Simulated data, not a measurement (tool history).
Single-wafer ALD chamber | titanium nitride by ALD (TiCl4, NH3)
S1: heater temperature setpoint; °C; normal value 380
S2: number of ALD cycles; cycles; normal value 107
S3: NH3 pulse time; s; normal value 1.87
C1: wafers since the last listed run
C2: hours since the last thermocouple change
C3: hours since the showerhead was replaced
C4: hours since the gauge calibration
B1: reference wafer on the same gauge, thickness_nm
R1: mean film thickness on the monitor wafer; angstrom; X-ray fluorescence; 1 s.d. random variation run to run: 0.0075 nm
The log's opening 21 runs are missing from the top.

run,hour,S1,S2,S3,C1,C2,C3,C4,B1,R1
22,584.4,380,116,1.87,44,346.2,6038.3,150.3,2.19,25.97
23,619.8,380,107,1.87,76,381.6,6073.7,185.7,2.191,23.99
24,654.5,380,107,1.87,74,416.3,6108.4,220.4,2.191,24.1
25,667.5,369,122,1.87,27,429.3,6121.4,233.4,2.19,27.07
26,695.4,386,100,1.37,59,457.2,6149.3,261.3,2.189,22.27
# hour 718.7: showerhead replaced
27,719.2,366,107,1.87,33,481,0.5,285.1,2.19,23.58
28,745.1,392,107,1.87,55,506.9,26.4,311,2.189,24.32
29,762,380,118,1.87,36,523.8,43.3,327.9,2.19,26.58
30,790.8,393,91,2.61,61,552.6,72.1,356.7,2.191,20.88
31,807.4,380,126,2.18,35,569.2,88.7,373.3,2.189,28.59
32,820.8,380,95,1.87,28,582.6,102.1,386.7,2.191,21.35
33,851.2,380,107,1.87,65,613,132.5,417.1,2.191,24.02
34,877.3,380,107,2.39,56,639.1,158.6,443.2,2.19,24.35
35,890.7,388,125,1.87,28,652.5,172,456.6,2.189,28.3
36,923.6,380,107,1.87,70,685.4,204.9,489.5,2.189,24.06
37,939.1,380,107,1.87,33,700.9,220.4,505,2.19,24.06
38,953.4,368,112,1.17,30,715.2,234.7,519.3,2.19,24.24
39,972.4,371,94,1.27,40,734.2,253.7,538.3,2.191,20.44

Branching from run 39: 5 alternative next runs. What would each branch give?
A,973,380,107,1.22,1,734.8,254.3,538.9,?,?
B,973,392,118,1.31,1,734.8,254.3,538.9,?,?
C,973,380,100,1.87,1,734.8,254.3,538.9,?,?
D,973,392,92,2.54,1,734.8,254.3,538.9,?,?
E,973,387,113,2.37,1,734.8,254.3,538.9,?,?

run,B1,R1
A,2.188,23.6
B,2.188,26.44
C,2.188,22.43
D,2.188,21.06
E,2.188,25.72
With the hidden condition removed and each run's random variation left untouched, the same runs would have given:
run,R1
A,23.6
B,26.44
C,22.43
D,21.06
E,25.72
